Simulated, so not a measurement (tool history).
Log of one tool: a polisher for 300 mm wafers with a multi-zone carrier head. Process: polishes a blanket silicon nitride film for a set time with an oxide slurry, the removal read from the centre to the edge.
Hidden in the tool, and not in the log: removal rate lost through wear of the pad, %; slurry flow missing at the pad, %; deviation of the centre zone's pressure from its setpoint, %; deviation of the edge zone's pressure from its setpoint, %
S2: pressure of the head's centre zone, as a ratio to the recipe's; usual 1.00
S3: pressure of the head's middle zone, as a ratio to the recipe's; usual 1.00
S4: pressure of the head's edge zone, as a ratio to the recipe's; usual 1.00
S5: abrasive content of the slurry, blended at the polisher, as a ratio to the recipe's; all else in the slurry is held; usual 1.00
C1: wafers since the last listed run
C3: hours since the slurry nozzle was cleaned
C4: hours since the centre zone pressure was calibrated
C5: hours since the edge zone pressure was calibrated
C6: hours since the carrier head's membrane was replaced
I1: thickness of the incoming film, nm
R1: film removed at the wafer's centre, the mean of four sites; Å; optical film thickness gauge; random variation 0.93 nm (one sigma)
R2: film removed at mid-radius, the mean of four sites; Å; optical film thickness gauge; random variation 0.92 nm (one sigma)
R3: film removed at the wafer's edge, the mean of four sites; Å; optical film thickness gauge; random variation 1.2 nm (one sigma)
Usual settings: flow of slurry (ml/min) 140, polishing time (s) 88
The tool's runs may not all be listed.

{"run": 1, "hour": 0.0, "flow of slurry (ml/min)": 140, "S2": 1.0, "S3": 1.0, "S4": 1.0, "S5": 1.0, "polishing time (s)": 88, "C1": 0, "wafers polished on this pad": 727, "C3": 337.0, "C4": 738.2, "C5": 866.2, "C6": 1532.0, "I1": 407.1, "R1": 695, "R2": 723, "R3": 757}
{"run": 2, "hour": 25.1, "flow of slurry (ml/min)": 140, "S2": 1.0, "S3": 1.0, "S4": 1.0, "S5": 1.0, "polishing time (s)": 88, "C1": 135, "wafers polished on this pad": 862, "C3": 362.1, "C4": 763.3, "C5": 891.3, "C6": 1557.1, "I1": 415.2, "R1": 683, "R2": 677, "R3": 716}
{"hour": 45.8, "done": "slurry nozzle cleaned"}
{"run": 3, "hour": 46.9, "flow of slurry (ml/min)": 140, "S2": 1.0, "S3": 1.0, "S4": 1.0, "S5": 1.0, "polishing time (s)": 88, "C1": 111, "wafers polished on this pad": 974, "C3": 1.1, "C4": 785.1, "C5": 913.1, "C6": 1578.9, "I1": 409.9, "R1": 742, "R2": 754, "R3": 762}
{"hour": 58.2, "done": "worn pad replaced by a new one"}
{"run": 4, "hour": 59.4, "flow of slurry (ml/min)": 140, "S2": 1.0, "S3": 1.0, "S4": 1.0, "S5": 1.0, "polishing time (s)": 88, "C1": 45, "wafers polished on this pad": 6, "C3": 13.6, "C4": 797.6, "C5": 925.6, "C6": 1591.4, "I1": 414.6, "R1": 792, "R2": 797, "R3": 810}
{"hour": 67.9, "done": "edge zone pressure recalibrated"}
{"run": 5, "hour": 77.7, "flow of slurry (ml/min)": 140, "S2": 1.0, "S3": 1.0, "S4": 1.0, "S5": 1.0, "polishing time (s)": 88, "C1": 87, "wafers polished on this pad": 94, "C3": 31.9, "C4": 815.9, "C5": 9.8, "C6": 1609.7, "I1": 411.1, "R1": 811, "R2": 797, "R3": 828}
{"run": 6, "hour": 111.2, "flow of slurry (ml/min)": 140, "S2": 1.0, "S3": 1.0, "S4": 1.0, "S5": 1.0, "polishing time (s)": 88, "C1": 180, "wafers polished on this pad": 274, "C3": 65.4, "C4": 849.4, "C5": 43.3, "C6": 1643.2, "I1": 415.4, "R1": 780, "R2": 795, "R3": 791}
{"run": 7, "hour": 143.4, "flow of slurry (ml/min)": 140, "S2": 1.0, "S3": 1.0, "S4": 1.0, "S5": 1.0, "polishing time (s)": 88, "C1": 173, "wafers polished on this pad": 447, "C3": 97.6, "C4": 881.6, "C5": 75.5, "C6": 1675.4, "I1": 404.9, "R1": 776, "R2": 776, "R3": 795}
{"hour": 173.9, "done": "centre zone pressure recalibrated"}
{"run": 8, "hour": 174.7, "flow of slurry (ml/min)": 140, "S2": 0.94, "S3": 1.0, "S4": 1.0, "S5": 1.0, "polishing time (s)": 88, "C1": 157, "wafers polished on this pad": 605, "C3": 128.9, "C4": 0.8, "C5": 106.8, "C6": 1706.7, "I1": 409.6, "R1": 713, "R2": 780, "R3": 783}
{"run": 9, "hour": 197.4, "flow of slurry (ml/min)": 140, "S2": 0.95, "S3": 1.0, "S4": 0.93, "S5": 1.0, "polishing time (s)": 88, "C1": 122, "wafers polished on this pad": 727, "C3": 151.6, "C4": 23.5, "C5": 129.5, "C6": 1729.4, "I1": 408.0, "R1": 717, "R2": 747, "R3": 753}
{"run": 10, "hour": 231.2, "flow of slurry (ml/min)": 140, "S2": 1.0, "S3": 0.96, "S4": 0.97, "S5": 1.0, "polishing time (s)": 88, "C1": 181, "wafers polished on this pad": 909, "C3": 185.4, "C4": 57.3, "C5": 163.3, "C6": 1763.2, "I1": 411.7, "R1": 736, "R2": 714, "R3": 753}
{"run": 11, "hour": 255.3, "flow of slurry (ml/min)": 125, "S2": 1.1, "S3": 1.0, "S4": 1.0, "S5": 1.0, "polishing time (s)": 88, "C1": 129, "wafers polished on this pad": 1039, "C3": 209.5, "C4": 81.4, "C5": 187.4, "C6": 1787.3, "I1": 409.7, "R1": 760, "R2": 707, "R3": 750}
{"hour": 279.0, "done": "worn pad replaced by a new one"}
{"run": 12, "hour": 284.4, "flow of slurry (ml/min)": 140, "S2": 1.0, "S3": 1.0, "S4": 1.0, "S5": 1.0, "polishing time (s)": 88, "C1": 135, "wafers polished on this pad": 29, "C3": 238.6, "C4": 110.5, "C5": 216.5, "C6": 1816.4, "I1": 413.1, "R1": 763, "R2": 787, "R3": 811}
{"run": 13, "hour": 297.8, "flow of slurry (ml/min)": 140, "S2": 1.0, "S3": 1.0, "S4": 1.0, "S5": 0.75, "polishing time (s)": 88, "C1": 72, "wafers polished on this pad": 101, "C3": 252.0, "C4": 123.9, "C5": 229.9, "C6": 1829.8, "I1": 412.1, "R1": 668, "R2": 667, "R3": 681}
{"hour": 309.7, "done": "carrier head's membrane replaced by a new one"}
{"run": 14, "hour": 314.1, "flow of slurry (ml/min)": 140, "S2": 1.0, "S3": 1.0, "S4": 1.0, "S5": 1.0, "polishing time (s)": 88, "C1": 60, "wafers polished on this pad": 162, "C3": 268.3, "C4": 140.2, "C5": 246.2, "C6": 4.4, "I1": 410.9, "R1": 769, "R2": 759, "R3": 797}
{"run": 15, "hour": 341.9, "flow of slurry (ml/min)": 140, "S2": 1.0, "S3": 1.0, "S4": 0.9, "S5": 1.2, "polishing time (s)": 88, "C1": 149, "wafers polished on this pad": 311, "C3": 296.1, "C4": 168.0, "C5": 274.0, "C6": 32.2, "I1": 413.9, "R1": 802, "R2": 812, "R3": 810}
{"run": 16, "hour": 368.2, "flow of slurry (ml/min)": 175, "S2": 1.0, "S3": 1.0, "S4": 1.11, "S5": 1.0, "polishing time (s)": 88, "C1": 141, "wafers polished on this pad": 453, "C3": 322.4, "C4": 194.3, "C5": 300.3, "C6": 58.5, "I1": 418.2, "R1": 777, "R2": 771, "R3": 829}
{"run": 17, "hour": 399.6, "flow of slurry (ml/min)": 140, "S2": 1.0, "S3": 1.0, "S4": 1.0, "S5": 1.0, "polishing time (s)": 88, "C1": 169, "wafers polished on this pad": 622, "C3": 353.8, "C4": 225.7, "C5": 331.7, "C6": 89.9, "I1": 406.5, "R1": 696, "R2": 702, "R3": 742}
{"run": 18, "hour": 415.1, "flow of slurry (ml/min)": 140, "S2": 1.0, "S3": 1.0, "S4": 0.88, "S5": 1.0, "polishing time (s)": 104, "C1": 83, "wafers polished on this pad": 705, "C3": 369.3, "C4": 241.2, "C5": 347.2, "C6": 105.4, "I1": 409.9, "R1": 800, "R2": 824, "R3": 821}
{"run": 19, "hour": 450.8, "flow of slurry (ml/min)": 115, "S2": 1.0, "S3": 0.93, "S4": 1.09, "S5": 1.2, "polishing time (s)": 88, "C1": 192, "wafers polished on this pad": 898, "C3": 405.0, "C4": 276.9, "C5": 382.9, "C6": 141.1, "I1": 406.2, "R1": 635, "R2": 621, "R3": 744}
{"hour": 463.9, "done": "slurry nozzle cleaned"}
{"run": 20, "hour": 467.2, "flow of slurry (ml/min)": 175, "S2": 1.0, "S3": 1.0, "S4": 1.11, "S5": 1.0, "polishing time (s)": 88, "C1": 82, "wafers polished on this pad": 980, "C3": 3.3, "C4": 293.3, "C5": 399.3, "C6": 157.5, "I1": 417.5, "R1": 777, "R2": 777, "R3": 802}
{"run": 21, "hour": 487.5, "flow of slurry (ml/min)": 140, "S2": 0.93, "S3": 1.0, "S4": 1.0, "S5": 1.0, "polishing time (s)": 88, "C1": 109, "wafers polished on this pad": 1090, "C3": 23.6, "C4": 313.6, "C5": 419.6, "C6": 177.8, "I1": 412.6, "R1": 693, "R2": 744, "R3": 763}

The same runs without the tool's hidden state, with the same run-to-run variation:
run=1 R1=814 R2=837 R3=854
run=2 R1=825 R2=806 R3=826
run=3 R1=811 R2=823 R3=831
run=4 R1=803 R2=806 R3=818
run=5 R1=828 R2=814 R3=844
run=6 R1=809 R2=824 R3=817
run=7 R1=818 R2=817 R3=835
run=8 R1=765 R2=836 R3=835
run=9 R1=780 R2=811 R3=813
run=10 R1=819 R2=792 R3=829
run=11 R1=864 R2=800 R3=840
run=12 R1=805 R2=826 R3=842
run=13 R1=712 R2=707 R3=712
run=14 R1=831 R2=814 R3=844
run=15 R1=889 R2=892 R3=874
run=16 R1=868 R2=855 R3=904
run=17 R1=821 R2=817 R3=839
run=18 R1=963 R2=978 R3=942
run=19 R1=838 R2=797 R3=900
run=20 R1=853 R2=853 R3=879
run=21 R1=769 R2=824 R3=844

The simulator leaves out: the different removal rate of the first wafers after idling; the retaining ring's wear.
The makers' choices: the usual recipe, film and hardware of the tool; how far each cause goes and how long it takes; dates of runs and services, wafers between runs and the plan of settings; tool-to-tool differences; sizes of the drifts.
